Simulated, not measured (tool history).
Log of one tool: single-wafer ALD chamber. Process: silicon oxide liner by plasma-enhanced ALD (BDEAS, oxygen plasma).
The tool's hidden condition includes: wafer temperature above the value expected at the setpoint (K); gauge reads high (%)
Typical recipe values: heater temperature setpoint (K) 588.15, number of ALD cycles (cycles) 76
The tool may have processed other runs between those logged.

run    hour  heater temperature setpoint (K)  number of ALD cycles (cycles)  wafers since the last listed run  hours since the last thermocouple change  hours since the gauge calibration  read-back reference wafer on the same gauge, thickness_nm  mean film thickness on the monitor wafer (nm)
  1     0.0                           588.15                             76                                 0                                    2014.2                              428.6                                                      8.199                                          7.036
  2    28.2                           588.15                             76                               169                                    2042.4                              456.8                                                      8.198                                          7.068
  3    53.2                           588.15                             76                               150                                    2067.4                              481.8                                                      8.189                                          7.045
  4   103.6                           588.15                             76                               303                                    2117.8                              532.2                                                      8.178                                          7.035
  5   116.5                           588.15                             76                                77                                    2130.7                              545.1                                                      8.176                                          7.029
  6   138.4                           588.15                             76                               131                                    2152.6                              567.0                                                      8.167                                          7.007
  7   169.8                           588.15                             76                               189                                    2184.0                              598.4                                                      8.167                                          7.016
  8   199.8                           588.15                             76                               180                                    2214.0                              628.4                                                      8.154                                          6.978
  9   232.7                           588.15                             76                               198                                    2246.9                              661.3                                                      8.152                                          7.008
 10   247.7                           588.15                             76                                90                                    2261.9                              676.3                                                      8.146                                          7.018
 11   281.4                           588.15                             76                               202                                    2295.6                              710.0                                                      8.139                                          6.983
 12   300.9                           588.15                             76                               117                                    2315.1                              729.5                                                      8.134                                          6.987
 13   334.6                           588.15                             67                               202                                    2348.8                              763.2                                                      8.128                                          6.152
 14   362.3                           588.15                             67                               166                                    2376.5                              790.9                                                      8.119                                          6.169
 15   384.6                           588.15                             67                               134                                    2398.8                              813.2                                                      8.112                                          6.141
 16   416.1                           588.15                             76                               189                                    2430.3                              844.7                                                      8.109                                          6.974
 17   428.9                           588.15                             76                                77                                    2443.1                              857.5                                                      8.107                                          6.955
 18   464.1                           588.15                             76                               211                                    2478.3                              892.7                                                      8.093                                          6.941
 19   485.9                           588.15                             76                               131                                    2500.1                              914.5                                                      8.092                                          6.969
 20   500.8                           588.15                             76                                89                                    2515.0                              929.4                                                      8.090                                          6.980
      510.1  -- gauge calibrated
 21   527.4                           588.15                             80                               160                                    2541.6                               17.3                                                      8.256                                          7.446
      553.2  -- thermocouple changed; heater temperature recalibrated
 22   553.7                           593.15                             76                               110                                       0.5                               43.6                                                      8.251                                          7.018
 23   584.2                           597.15                             71                               183                                      31.0                               74.1                                                      8.245                                          6.516
 24   599.9                           588.15                             76                                94                                      46.7                               89.8                                                      8.242                                          7.051
 25   615.2                           588.15                             89                                92                                      62.0                              105.1                                                      8.241                                          8.279
 26   627.9                           575.15                             80                                76                                      74.7                              117.8                                                      8.236                                          7.591
 27   655.5                           580.15                             61                               166                                     102.3                              145.4                                                      8.230                                          5.766
 28   669.0                           575.15                             83                                81                                     115.8                              158.9                                                      8.226                                          7.865
 29   700.3                           584.15                             76                               188                                     147.1                              190.2                                                      8.219                                          7.095
 30   712.9                           575.15                             88                                75                                     159.7                              202.8                                                      8.215                                          8.298
 31   754.7                           603.15                             76                               251                                     201.5                              244.6                                                      8.209                                          6.907
 32   769.7                           592.15                             84                                90                                     216.5                              259.6                                                      8.208                                          7.746
 33   804.4                           588.15                             71                               208                                     251.2                              294.3                                                      8.201                                          6.586
 34   822.5                           596.15                             84                               108                                     269.3                              312.4                                                      8.187                                          7.663
 35   852.8                           588.15                             76                               182                                     299.6                              342.7                                                      8.188                                          7.015
 36   870.9                           588.15                             76                               108                                     317.7                              360.8                                                      8.182                                          7.007
 37   893.9                           588.15                             69                               138                                     340.7                              383.8                                                      8.176                                          6.386
 38   923.0                           574.15                             89                               175                                     369.8                              412.9                                                      8.170                                          8.343
 39   938.3                           594.15                             66                                92                                     385.1                              428.2                                                      8.164                                          6.022
 40   969.0                           588.15                             72                               184                                     415.8                              458.9                                                      8.160                                          6.658
 41   988.4                           588.15                             76                               116                                     435.2                              478.3                                                      8.152                                          7.026
 42  1008.6                           578.15                             85                               121                                     455.4                              498.5                                                      8.151                                          7.912
 43  1032.4                           575.15                             83                               143                                     479.2                              522.3                                                      8.146                                          7.791
 44  1063.5                           573.15                             84                               187                                     510.3                              553.4                                                      8.140                                          7.880

Some steps in mean film thickness on the monitor wafer (nm), run to run, broken into two amounts with sign: the step expected even without the hidden condition (settings, incoming material, random variation), and the rest, left for the hidden condition together with whatever gauge scatter is not in both the measured and the hidden-condition-free result:
Run 20 -> 21: number of ALD cycles (cycles) 76 -> 80, gauge calibrated. mean film thickness on the monitor wafer (nm) +0.466: hidden state +0.144, all else +0.322.
Run 27 -> 28: heater temperature setpoint (K) 580.15 -> 575.15, number of ALD cycles (cycles) 61 -> 83. mean film thickness on the monitor wafer (nm) +2.099: hidden state -0.015, all else +2.114.
Run 37 -> 38: heater temperature setpoint (K) 588.15 -> 574.15, number of ALD cycles (cycles) 69 -> 89. mean film thickness on the monitor wafer (nm) +1.957: hidden state -0.031, all else +1.988.
Run 38 -> 39: heater temperature setpoint (K) 574.15 -> 594.15, number of ALD cycles (cycles) 89 -> 66. mean film thickness on the monitor wafer (nm) -2.321: hidden state +0.028, all else -2.349.

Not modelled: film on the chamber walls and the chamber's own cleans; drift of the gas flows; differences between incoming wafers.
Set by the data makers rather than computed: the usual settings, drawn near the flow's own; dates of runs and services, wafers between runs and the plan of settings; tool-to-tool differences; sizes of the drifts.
